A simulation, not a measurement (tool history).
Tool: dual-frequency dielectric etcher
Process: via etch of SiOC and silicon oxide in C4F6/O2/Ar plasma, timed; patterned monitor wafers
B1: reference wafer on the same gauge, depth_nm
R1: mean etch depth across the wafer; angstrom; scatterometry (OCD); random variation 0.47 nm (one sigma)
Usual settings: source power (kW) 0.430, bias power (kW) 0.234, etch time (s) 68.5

Run 1, day 0.000: usual settings; B1 87.9. Result: R1 796 angstrom.
Run 2, day 2.662: usual settings; B1 87.9. Result: R1 789 angstrom.
Run 3, day 4.629: usual settings; B1 87.8. Result: R1 789 angstrom.
Run 4, day 6.488: usual settings; B1 87.8. Result: R1 792 angstrom.
Run 5, day 9.379: usual settings; B1 87.8. Result: R1 792 angstrom.
Run 6, day 12.367: usual settings; B1 87.8. Result: R1 799 angstrom.
Run 7, day 14.292: usual settings but source power (kW) 0.330; B1 87.9. Result: R1 667 angstrom.
Run 8, day 17.121: usual settings but source power (kW) 0.380, etch time (s) 54.5; B1 87.7. Result: R1 585 angstrom.
At day 20.208: wet clean of the chamber.
Run 9, day 20.229: usual settings but bias power (kW) 0.184, etch time (s) 61.5; B1 87.8. Result: R1 661 angstrom.
At day 20.550: bias power generator calibrated.
Run 10, day 22.392: usual settings but source power (kW) 0.340, bias power (kW) 0.196, etch time (s) 81.5; B1 87.8. Result: R1 770 angstrom.
Run 11, day 23.633: usual settings; B1 87.8. Result: R1 796 angstrom.
At day 24.575: source power generator calibrated.
Run 12, day 25.354: usual settings but source power (kW) 0.370, bias power (kW) 0.208; B1 87.8. Result: R1 697 angstrom.
At day 26.267: gauge calibrated.
Run 13, day 31.658: usual settings but source power (kW) 0.340, bias power (kW) 0.286, etch time (s) 86.5; B1 87.7. Result: R1 913 angstrom.
Run 14, day 33.138: usual settings but source power (kW) 0.380, bias power (kW) 0.264, etch time (s) 49.0; B1 87.9. Result: R1 549 angstrom.
Run 15, day 35.133: usual settings but source power (kW) 0.510; B1 87.7. Result: R1 871 angstrom.
Run 16, day 36.667: usual settings; B1 87.7. Result: R1 788 angstrom.

The next listed run, before its measurement:
Run 17, day 38.188: usual settings but source power (kW) 0.340, etch time (s) 82.5; B1 ?. Result: R1 ?.

B1: 87.8
R1: 823 angstrom
Without the tool's hidden state the same run would have given R1 823 angstrom.
